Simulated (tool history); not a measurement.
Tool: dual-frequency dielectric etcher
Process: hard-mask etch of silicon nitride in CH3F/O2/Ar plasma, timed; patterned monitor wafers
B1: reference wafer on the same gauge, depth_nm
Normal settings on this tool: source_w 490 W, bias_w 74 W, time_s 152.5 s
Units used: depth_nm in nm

{"run": 1, "hour": 0.0, "source_w": 490, "bias_w": 60, "time_s": 164, "B1": 132, "depth_nm": 121.8}
{"run": 2, "hour": 24.1, "source_w": 490, "bias_w": 60, "time_s": 164, "B1": 132.1, "depth_nm": 121.4}
{"run": 3, "hour": 53.6, "source_w": 490, "bias_w": 74, "time_s": 152.5, "B1": 132, "depth_nm": 121.4}
{"run": 4, "hour": 75.7, "source_w": 490, "bias_w": 74, "time_s": 183, "B1": 132.2, "depth_nm": 144}
{"run": 5, "hour": 96.7, "source_w": 490, "bias_w": 74, "time_s": 183, "B1": 132, "depth_nm": 145.8}
{"run": 6, "hour": 130.3, "source_w": 490, "bias_w": 74, "time_s": 152.5, "B1": 132.1, "depth_nm": 121.1}
{"run": 7, "hour": 163.4, "source_w": 490, "bias_w": 74, "time_s": 152.5, "B1": 132, "depth_nm": 122.6}
{"run": 8, "hour": 191.3, "source_w": 490, "bias_w": 74, "time_s": 152.5, "B1": 132.1, "depth_nm": 122.8}
{"run": 9, "hour": 214.8, "source_w": 490, "bias_w": 74, "time_s": 152.5, "B1": 131.9, "depth_nm": 123.1}
{"hour": 258.6, "done": "wet clean of the chamber"}
{"run": 10, "hour": 259.1, "source_w": 490, "bias_w": 74, "time_s": 152.5, "B1": 132, "depth_nm": 116.7}
{"run": 11, "hour": 280.5, "source_w": 410, "bias_w": 74, "time_s": 134, "B1": 132, "depth_nm": 97}
{"hour": 335.6, "done": "upper electrode replaced, of another model than before"}
{"run": 12, "hour": 336.1, "source_w": 490, "bias_w": 74, "time_s": 152.5, "B1": 131.9, "depth_nm": 117.2}
{"run": 13, "hour": 405.8, "source_w": 560, "bias_w": 83, "time_s": 125.5, "B1": 132.1, "depth_nm": 106.6}
{"run": 14, "hour": 436.1, "source_w": 550, "bias_w": 67, "time_s": 152.5, "B1": 132, "depth_nm": 124.7}

Run 15 is up next; what results do you expect?
{"run": 15, "hour": 468.2, "source_w": 590, "bias_w": 69, "time_s": 192.5, "B1": "?", "depth_nm": "?"}

Run 15 gave B1 131.9, depth_nm 162.3 nm.
Minus the tool's unlogged condition, the same run would have read depth_nm 159.4 nm.
